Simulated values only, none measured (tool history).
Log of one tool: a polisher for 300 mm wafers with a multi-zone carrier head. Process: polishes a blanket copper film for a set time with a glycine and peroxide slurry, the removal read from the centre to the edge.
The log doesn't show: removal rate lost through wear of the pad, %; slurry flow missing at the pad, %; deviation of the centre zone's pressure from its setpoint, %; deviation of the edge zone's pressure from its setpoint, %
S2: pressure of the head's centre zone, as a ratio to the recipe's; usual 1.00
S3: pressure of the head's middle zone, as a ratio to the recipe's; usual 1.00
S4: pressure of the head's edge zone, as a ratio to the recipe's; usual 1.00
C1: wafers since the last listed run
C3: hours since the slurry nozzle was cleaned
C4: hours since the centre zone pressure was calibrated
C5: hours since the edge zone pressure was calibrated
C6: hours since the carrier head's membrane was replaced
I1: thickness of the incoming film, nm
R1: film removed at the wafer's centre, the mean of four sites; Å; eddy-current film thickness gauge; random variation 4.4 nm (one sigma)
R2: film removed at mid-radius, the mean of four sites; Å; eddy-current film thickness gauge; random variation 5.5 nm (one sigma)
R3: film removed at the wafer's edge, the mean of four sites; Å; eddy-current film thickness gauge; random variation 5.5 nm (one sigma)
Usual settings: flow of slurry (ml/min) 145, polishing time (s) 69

run 1 hour=0.0 | flow_of_slurry_(ml/min)=160 S2=1.00 S3=1.00 S4=1.00 polishing_time_(s)=69 | C1=0 wafers_polished_on_this_pad=573 C3=639.2 C4=96.1 C5=93.6 C6=1077.3 | I1=1120.7 | R1=3979 R2=3790 R3=3876
run 2 hour=39.5 | flow_of_slurry_(ml/min)=165 S2=1.00 S3=1.00 S4=1.00 polishing_time_(s)=69 | C1=425 wafers_polished_on_this_pad=999 C3=678.7 C4=135.6 C5=133.1 C6=1116.8 | I1=1124.3 | R1=3933 R2=3763 R3=3865
-- hour=61.6 carrier head's membrane replaced by a new one
-- hour=65.1 worn pad replaced by a new one
-- hour=81.7 slurry nozzle cleaned
run 3 hour=83.8 | flow_of_slurry_(ml/min)=160 S2=1.09 S3=1.00 S4=1.08 polishing_time_(s)=51 | C1=374 wafers_polished_on_this_pad=190 C3=2.1 C4=179.9 C5=177.4 C6=22.2 | I1=1110.0 | R1=3158 R2=2802 R3=2969
run 4 hour=92.3 | flow_of_slurry_(ml/min)=120 S2=1.00 S3=1.11 S4=1.00 polishing_time_(s)=69 | C1=91 wafers_polished_on_this_pad=282 C3=10.6 C4=188.4 C5=185.9 C6=30.7 | I1=1129.0 | R1=3739 R2=3895 R3=3740
run 5 hour=103.9 | flow_of_slurry_(ml/min)=145 S2=1.00 S3=0.95 S4=1.00 polishing_time_(s)=90 | C1=124 wafers_polished_on_this_pad=407 C3=22.2 C4=200.0 C5=197.5 C6=42.3 | I1=1115.3 | R1=5051 R2=4711 R3=4987
run 6 hour=117.9 | flow_of_slurry_(ml/min)=145 S2=0.90 S3=1.00 S4=1.00 polishing_time_(s)=54 | C1=150 wafers_polished_on_this_pad=557 C3=36.2 C4=214.0 C5=211.5 C6=56.3 | I1=1118.7 | R1=2805 R2=2999 R3=2954
run 7 hour=127.0 | flow_of_slurry_(ml/min)=165 S2=1.00 S3=1.00 S4=0.97 polishing_time_(s)=84 | C1=98 wafers_polished_on_this_pad=655 C3=45.3 C4=223.1 C5=220.6 C6=65.4 | I1=1116.4 | R1=4791 R2=4690 R3=4607
run 8 hour=139.0 | flow_of_slurry_(ml/min)=100 S2=1.00 S3=1.00 S4=1.03 polishing_time_(s)=69 | C1=129 wafers_polished_on_this_pad=785 C3=57.3 C4=235.1 C5=232.6 C6=77.4 | I1=1119.8 | R1=3576 R2=3530 R3=3714
run 9 hour=148.5 | flow_of_slurry_(ml/min)=145 S2=0.88 S3=1.00 S4=1.00 polishing_time_(s)=69 | C1=102 wafers_polished_on_this_pad=887 C3=66.8 C4=244.6 C5=242.1 C6=86.9 | I1=1132.2 | R1=3471 R2=3752 R3=3826
run 10 hour=163.6 | flow_of_slurry_(ml/min)=145 S2=1.08 S3=1.00 S4=1.00 polishing_time_(s)=69 | C1=162 wafers_polished_on_this_pad=1050 C3=81.9 C4=259.7 C5=257.2 C6=102.0 | I1=1124.9 | R1=4127 R2=3649 R3=3786
-- hour=179.6 worn pad replaced by a new one
run 11 hour=180.0 | flow_of_slurry_(ml/min)=145 S2=1.00 S3=1.00 S4=1.00 polishing_time_(s)=69 | C1=133 wafers_polished_on_this_pad=4 C3=98.3 C4=276.1 C5=273.6 C6=118.4 | I1=1129.8 | R1=3887 R2=3760 R3=3808
run 12 hour=190.8 | flow_of_slurry_(ml/min)=145 S2=1.00 S3=1.00 S4=1.00 polishing_time_(s)=69 | C1=116 wafers_polished_on_this_pad=120 C3=109.1 C4=286.9 C5=284.4 C6=129.2 | I1=1122.0 | R1=3839 R2=3713 R3=3833
run 13 hour=207.1 | flow_of_slurry_(ml/min)=145 S2=0.94 S3=1.00 S4=0.95 polishing_time_(s)=69 | C1=175 wafers_polished_on_this_pad=296 C3=125.4 C4=303.2 C5=300.7 C6=145.5 | I1=1122.4 | R1=3624 R2=3742 R3=3681
run 14 hour=224.9 | flow_of_slurry_(ml/min)=125 S2=1.00 S3=1.00 S4=0.95 polishing_time_(s)=93 | C1=191 wafers_polished_on_this_pad=488 C3=143.2 C4=321.0 C5=318.5 C6=163.3 | I1=1124.7 | R1=5103 R2=4909 R3=4886
run 15 hour=231.7 | flow_of_slurry_(ml/min)=145 S2=1.00 S3=1.00 S4=1.00 polishing_time_(s)=69 | C1=73 wafers_polished_on_this_pad=561 C3=150.0 C4=327.8 C5=325.3 C6=170.1 | I1=1133.3 | R1=3849 R2=3744 R3=3833
run 16 hour=245.0 | flow_of_slurry_(ml/min)=145 S2=1.00 S3=1.00 S4=1.00 polishing_time_(s)=69 | C1=143 wafers_polished_on_this_pad=704 C3=163.3 C4=341.1 C5=338.6 C6=183.4 | I1=1127.5 | R1=3917 R2=3745 R3=3864
run 17 hour=260.3 | flow_of_slurry_(ml/min)=145 S2=1.00 S3=1.04 S4=1.08 polishing_time_(s)=69 | C1=164 wafers_polished_on_this_pad=869 C3=178.6 C4=356.4 C5=353.9 C6=198.7 | I1=1107.5 | R1=3801 R2=3804 R3=3949
run 18 hour=273.5 | flow_of_slurry_(ml/min)=145 S2=1.00 S3=1.00 S4=1.00 polishing_time_(s)=69 | C1=142 wafers_polished_on_this_pad=1011 C3=191.8 C4=369.6 C5=367.1 C6=211.9 | I1=1114.5 | R1=3913 R2=3682 R3=3724
run 19 hour=281.8 | flow_of_slurry_(ml/min)=145 S2=0.93 S3=0.92 S4=0.92 polishing_time_(s)=69 | C1=89 wafers_polished_on_this_pad=1101 C3=200.1 C4=377.9 C5=375.4 C6=220.2 | I1=1113.5 | R1=3676 R2=3368 R3=3706
-- hour=291.8 worn pad replaced by a new one
run 20 hour=292.3 | flow_of_slurry_(ml/min)=145 S2=1.00 S3=1.07 S4=1.05 polishing_time_(s)=49 | C1=70 wafers_polished_on_this_pad=5 C3=210.6 C4=388.4 C5=385.9 C6=230.7 | I1=1114.6 | R1=2787 R2=2842 R3=2702
run 21 hour=303.6 | flow_of_slurry_(ml/min)=145 S2=1.00 S3=1.00 S4=1.00 polishing_time_(s)=69 | C1=121 wafers_polished_on_this_pad=127 C3=221.9 C4=399.7 C5=397.2 C6=242.0 | I1=1117.8 | R1=3874 R2=3711 R3=3787

Forecast each of these 5 alternatives for the next run:
run A hour=304.0 | flow_of_slurry_(ml/min)=145 S2=1.00 S3=1.00 S4=1.00 polishing_time_(s)=69 | C1=4 wafers_polished_on_this_pad=131 C3=222.3 C4=400.1 C5=397.6 C6=242.4 | I1=1122.6 | R1=? R2=? R3=?
run B hour=304.0 | flow_of_slurry_(ml/min)=110 S2=1.00 S3=1.00 S4=1.11 polishing_time_(s)=51 | C1=4 wafers_polished_on_this_pad=131 C3=222.3 C4=400.1 C5=397.6 C6=242.4 | I1=1122.6 | R1=? R2=? R3=?
run C hour=304.0 | flow_of_slurry_(ml/min)=145 S2=1.00 S3=1.00 S4=1.05 polishing_time_(s)=69 | C1=4 wafers_polished_on_this_pad=131 C3=222.3 C4=400.1 C5=397.6 C6=242.4 | I1=1122.6 | R1=? R2=? R3=?
run D hour=304.0 | flow_of_slurry_(ml/min)=145 S2=1.00 S3=1.00 S4=1.08 polishing_time_(s)=54 | C1=4 wafers_polished_on_this_pad=131 C3=222.3 C4=400.1 C5=397.6 C6=242.4 | I1=1122.6 | R1=? R2=? R3=?
run E hour=304.0 | flow_of_slurry_(ml/min)=145 S2=1.00 S3=0.95 S4=0.89 polishing_time_(s)=46 | C1=4 wafers_polished_on_this_pad=131 C3=222.3 C4=400.1 C5=397.6 C6=242.4 | I1=1122.6 | R1=? R2=? R3=?

run=A R1=3814 R2=3805 R3=3776
run=B R1=2679 R2=2689 R3=2824
run=C R1=3814 R2=3805 R3=3851
run=D R1=2985 R2=2978 R3=3050
run=E R1=2542 R2=2435 R3=2407
Without the tool's hidden state the same runs would have given:
run=A R1=3814 R2=3805 R3=3776
run=B R1=2679 R2=2689 R3=2824
run=C R1=3814 R2=3805 R3=3851
run=D R1=2985 R2=2978 R3=3050
run=E R1=2542 R2=2435 R3=2407
